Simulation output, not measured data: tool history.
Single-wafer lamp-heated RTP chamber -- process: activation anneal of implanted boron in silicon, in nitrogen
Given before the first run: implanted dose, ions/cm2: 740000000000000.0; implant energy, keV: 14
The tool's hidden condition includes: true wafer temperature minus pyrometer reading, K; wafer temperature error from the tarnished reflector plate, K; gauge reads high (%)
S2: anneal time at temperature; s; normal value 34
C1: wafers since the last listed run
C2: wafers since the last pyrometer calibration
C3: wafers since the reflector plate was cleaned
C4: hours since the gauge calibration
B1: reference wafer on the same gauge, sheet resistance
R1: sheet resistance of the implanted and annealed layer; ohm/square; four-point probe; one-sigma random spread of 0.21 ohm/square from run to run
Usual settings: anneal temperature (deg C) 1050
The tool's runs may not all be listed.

run 1 hour=0 | anneal_temperature_(deg_C)=1050 S2=18 | C1=0 C2=247 C3=1084 C4=111.7 | B1=114.15 | R1=144.22
run 2 hour=10.1 | anneal_temperature_(deg_C)=1050 S2=18 | C1=143 C2=391 C3=1228 C4=121.8 | B1=114.2 | R1=143.93
run 3 hour=37.2 | anneal_temperature_(deg_C)=1050 S2=18 | C1=384 C2=776 C3=1613 C4=148.9 | B1=114.13 | R1=143.85
run 4 hour=43.4 | anneal_temperature_(deg_C)=1059 S2=26 | C1=88 C2=864 C3=1701 C4=155.1 | B1=114.28 | R1=143.28
run 5 hour=53.3 | anneal_temperature_(deg_C)=1059 S2=26 | C1=140 C2=1004 C3=1841 C4=165 | B1=114.16 | R1=143.16
run 6 hour=62.2 | anneal_temperature_(deg_C)=1067 S2=41 | C1=126 C2=1131 C3=1968 C4=173.9 | B1=114.16 | R1=141.58
run 7 hour=70.2 | anneal_temperature_(deg_C)=1067 S2=41 | C1=113 C2=1244 C3=2081 C4=181.9 | B1=114.2 | R1=141.91
run 8 hour=81.9 | anneal_temperature_(deg_C)=1067 S2=41 | C1=166 C2=1411 C3=2248 C4=193.6 | B1=114.2 | R1=141.24
run 9 hour=92.7 | anneal_temperature_(deg_C)=1050 S2=42 | C1=153 C2=1564 C3=2401 C4=204.4 | B1=114.21 | R1=142.26
run 10 hour=107.3 | anneal_temperature_(deg_C)=1050 S2=42 | C1=207 C2=1771 C3=2608 C4=219 | B1=114.31 | R1=142.41
run 11 hour=122.8 | anneal_temperature_(deg_C)=1050 S2=46 | C1=220 C2=1992 C3=2829 C4=234.5 | B1=114.31 | R1=142.44
run 12 hour=135.1 | anneal_temperature_(deg_C)=1050 S2=46 | C1=174 C2=2166 C3=3003 C4=246.8 | B1=114.25 | R1=142.06
-- hour=148 pyrometer window cleaned and pyrometer calibrated
run 13 hour=150.6 | anneal_temperature_(deg_C)=1050 S2=46 | C1=106 C2=37 C3=3110 C4=262.3 | B1=114.37 | R1=141.65
-- hour=185.7 reflector plate cleaned
run 14 hour=186.2 | anneal_temperature_(deg_C)=1041 S2=22 | C1=392 C2=429 C3=7 C4=297.9 | B1=114.45 | R1=144.72
run 15 hour=189.8 | anneal_temperature_(deg_C)=1050 S2=34 | C1=51 C2=480 C3=58 C4=301.5 | B1=114.41 | R1=142.84
run 16 hour=200.2 | anneal_temperature_(deg_C)=1038 S2=18 | C1=147 C2=628 C3=206 C4=311.9 | B1=114.32 | R1=144.82
run 17 hour=206.3 | anneal_temperature_(deg_C)=1061 S2=34 | C1=86 C2=714 C3=292 C4=318 | B1=114.41 | R1=142.33
run 18 hour=217.6 | anneal_temperature_(deg_C)=1065 S2=28 | C1=160 C2=875 C3=453 C4=329.3 | B1=114.42 | R1=142.81
run 19 hour=231.8 | anneal_temperature_(deg_C)=1050 S2=34 | C1=201 C2=1077 C3=655 C4=343.5 | B1=114.39 | R1=142.96
run 20 hour=238.7 | anneal_temperature_(deg_C)=1050 S2=34 | C1=98 C2=1175 C3=753 C4=350.4 | B1=114.42 | R1=143.04

Estimate the outcome of run 21 from the log above:
run 21 hour=255 | anneal_temperature_(deg_C)=1075 S2=34 | C1=231 C2=1406 C3=984 C4=366.7 | B1=? | R1=?

B1: 114.41
R1: 141.85 ohm/square
If the tool had no hidden condition, the same run with the same run-to-run variation would have returned R1 141.25 ohm/square.
